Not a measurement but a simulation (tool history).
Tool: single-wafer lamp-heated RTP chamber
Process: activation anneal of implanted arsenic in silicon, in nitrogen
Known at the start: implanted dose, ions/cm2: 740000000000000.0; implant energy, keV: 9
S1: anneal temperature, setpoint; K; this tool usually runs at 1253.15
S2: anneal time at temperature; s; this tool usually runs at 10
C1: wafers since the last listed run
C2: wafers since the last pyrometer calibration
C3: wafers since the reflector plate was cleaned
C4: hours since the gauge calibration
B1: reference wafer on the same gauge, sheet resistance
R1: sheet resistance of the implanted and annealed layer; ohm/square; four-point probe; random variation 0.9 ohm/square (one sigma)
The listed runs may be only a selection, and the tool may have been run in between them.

run	hour	S1	S2	C1	C2	C3	C4	B1	R1
1	0	1253.15	10	0	723	337	286.5	212.97	185.9
2	28.7	1253.15	10	487	1211	825	315.2	213.03	186.57
3	52.4	1253.15	5	402	1614	1228	338.9	213.17	195.9
4	64.7	1253.15	5	209	1823	1437	351.2	212.91	194.1
5	82.8	1253.15	5	307	2131	1745	369.3	212.88	196.62
6	113.5	1253.15	10	521	2652	2267	400	212.88	184.26
7	126.6	1253.15	10	222	2875	2489	413.1	213.01	185.72
8	153.3	1253.15	10	453	3329	2943	439.8	212.97	186.28
# hour 194.4: pyrometer window cleaned and pyrometer calibrated
9	194.9	1253.15	10	571	8	3514	481.4	213.18	182.64
10	219.1	1253.15	10	411	419	3925	505.6	212.99	186.66
11	233.1	1253.15	10	237	657	4163	519.6	213	184.79
12	245.9	1253.15	10	217	875	4381	532.4	213.12	184.2
13	259	1253.15	10	222	1098	4604	545.5	213.08	183.71
# hour 287: reflector plate cleaned
14	289.2	1253.15	10	377	1475	37	575.7	212.99	186.04
15	310.6	1253.15	10	363	1839	400	597.1	212.95	186.36
16	328.8	1253.15	10	309	2148	710	615.3	212.7	186.11
17	348.6	1253.15	10	336	2485	1046	635.1	213.16	185.4
18	371.8	1275.15	12	394	2879	1441	658.3	212.86	174.32
19	404.6	1269.15	15	557	3436	1998	691.1	212.96	172.83
# hour 414.6: pyrometer window cleaned and pyrometer calibrated
20	430	1231.15	15	295	261	2294	716.5	213.28	190.36
21	456	1230.15	12	441	703	2736	742.5	212.99	193.42
22	486.8	1224.15	14	523	1226	3259	773.3	212.82	192.41
23	520.6	1225.15	5	574	1801	3834	807.1	212.89	209.9
24	553	1253.15	15	550	2351	4384	839.5	213.12	178.93
# hour 572.4: gauge calibrated
# hour 620.6: reflector plate cleaned
# hour 628: pyrometer window cleaned and pyrometer calibrated
25	656.3	1253.15	10	1494	481	481	83.9	212.98	187.34
26	668.6	1263.15	13	209	690	690	96.2	212.79	177.6
27	692	1253.15	7	397	1088	1088	119.6	212.92	191.87
28	707.4	1270.15	13	261	1350	1350	135	212.79	174.54
29	728.7	1237.15	8	362	1712	1712	156.3	212.99	197.28
30	753.9	1253.15	10	428	2140	2140	181.5	212.85	186.27
31	769.4	1253.15	10	263	2404	2404	197	213.17	183.97
32	805.3	1253.15	10	610	3014	3014	232.9	212.9	185.51
# hour 831.1: pyrometer window cleaned and pyrometer calibrated
33	831.6	1243.15	7	311	7	3325	259.2	213.08	194.23
34	850.5	1253.15	10	321	328	3646	278.1	212.94	185.28

Branching from run 34: 5 alternative next runs. What would each branch give?
A	850.9	1253.15	8	6	335	3653	278.5	?	?
B	850.9	1239.15	12	6	335	3653	278.5	?	?
C	850.9	1264.15	10	6	335	3653	278.5	?	?
D	850.9	1239.15	8	6	335	3653	278.5	?	?
E	850.9	1253.15	12	6	335	3653	278.5	?	?

run	B1	R1
A	213.1	188.45
B	213.1	188.74
C	213.1	180.33
D	213.1	195.13
E	213.1	182.38
Without the tool's unlogged condition, the same runs would have read:
run	R1
A	191.32
B	191.79
C	183.06
D	198.36
E	185.16
